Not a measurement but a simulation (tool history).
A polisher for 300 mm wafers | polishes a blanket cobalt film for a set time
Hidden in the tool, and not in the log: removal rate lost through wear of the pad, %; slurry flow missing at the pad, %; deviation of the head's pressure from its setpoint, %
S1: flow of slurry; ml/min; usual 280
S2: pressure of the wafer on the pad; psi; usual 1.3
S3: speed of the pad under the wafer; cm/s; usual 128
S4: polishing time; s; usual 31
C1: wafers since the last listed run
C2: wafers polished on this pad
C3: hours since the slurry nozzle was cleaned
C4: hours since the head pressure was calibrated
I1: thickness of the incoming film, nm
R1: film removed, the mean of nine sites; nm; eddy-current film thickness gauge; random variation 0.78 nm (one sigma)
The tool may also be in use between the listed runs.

Run 1, hour 0: usual settings but S3 158 cm/s; C1 0; C2 62; C3 310.7; C4 215.1; I1 725.1. Result: R1 130.9 nm.
Run 2, hour 54: usual settings but S3 158 cm/s; C1 376; C2 439; C3 364.7; C4 269.1; I1 733.7. Result: R1 131.2 nm.
Run 3, hour 136.3: usual settings but S3 158 cm/s; C1 574; C2 1013; C3 447; C4 351.4; I1 718.3. Result: R1 131.7 nm.
At hour 166.8: head pressure recalibrated.
Run 4, hour 190.7: usual settings but S3 116 cm/s; C1 365; C2 1379; C3 501.4; C4 23.9; I1 733.6. Result: R1 98.4 nm.
At hour 201.3: worn pad replaced by a new one.
Run 5, hour 285.5: usual settings but S3 116 cm/s; C1 633; C2 587; C3 596.2; C4 118.7; I1 741.7. Result: R1 96.4 nm.
At hour 293.4: slurry nozzle cleaned.
Run 6, hour 383.7: usual settings but S3 116 cm/s; C1 678; C2 1266; C3 90.3; C4 216.9; I1 725.4. Result: R1 101 nm.
At hour 427.2: worn pad replaced by a new one.
Run 7, hour 489.7: usual settings; C1 711; C2 436; C3 196.3; C4 322.9; I1 713.4. Result: R1 109 nm.
At hour 527.6: head pressure recalibrated.
Run 8, hour 557.2: usual settings; C1 457; C2 893; C3 263.8; C4 29.6; I1 719.3. Result: R1 108.3 nm.
Run 9, hour 626.7: usual settings but S1 345 ml/min; C1 485; C2 1378; C3 333.3; C4 99.1; I1 731.2. Result: R1 111.3 nm.
At hour 667.3: worn pad replaced by a new one.
Run 10, hour 712.4: usual settings but S3 116 cm/s; C1 570; C2 314; C3 419; C4 184.8; I1 717.7. Result: R1 99.1 nm.
Run 11, hour 807.8: usual settings but S3 158 cm/s; C1 665; C2 980; C3 514.4; C4 280.2; I1 732.5. Result: R1 130.5 nm.
At hour 872.2: worn pad replaced by a new one.
Run 12, hour 888.2: usual settings but S3 162 cm/s; C1 533; C2 111; C3 594.8; C4 360.6; I1 728. Result: R1 131.9 nm.
At hour 892.2: head pressure recalibrated.
At hour 922.3: slurry nozzle cleaned.
Run 13, hour 940.2: usual settings but S3 112 cm/s; C1 342; C2 453; C3 17.9; C4 48; I1 733.2. Result: R1 100.2 nm.
Run 14, hour 1028.5: usual settings but S1 215 ml/min, S2 1.7 psi; C1 616; C2 1069; C3 106.2; C4 136.3; I1 717.4. Result: R1 139.6 nm.
Run 15, hour 1091.5: usual settings but S2 0.8 psi, S3 146 cm/s, S4 21 s; C1 439; C2 1509; C3 169.2; C4 199.3; I1 729. Result: R1 52.1 nm.
At hour 1120.8: worn pad replaced by a new one.
Run 16, hour 1175.3: usual settings but S3 104 cm/s; C1 556; C2 380; C3 253; C4 283.1; I1 724.1. Result: R1 90.2 nm.

Forecast each of these 3 alternatives for the next run:
Run A, hour 1175.7: usual settings; C1 2; C2 382; C3 253.4; C4 283.5; I1 735.1. Result: R1 ?.
Run B, hour 1175.7: usual settings but S2 0.9 psi, S3 170 cm/s; C1 2; C2 382; C3 253.4; C4 283.5; I1 735.1. Result: R1 ?.
Run C, hour 1175.7: usual settings but S2 1.8 psi, S3 114 cm/s, S4 26 s; C1 2; C2 382; C3 253.4; C4 283.5; I1 735.1. Result: R1 ?.

run     R1
  A  107.9
  B   97.4
  C  112.7
Without the tool's hidden state the same runs would have given:
run     R1
  A  112.4
  B  101.3
  C  117.3
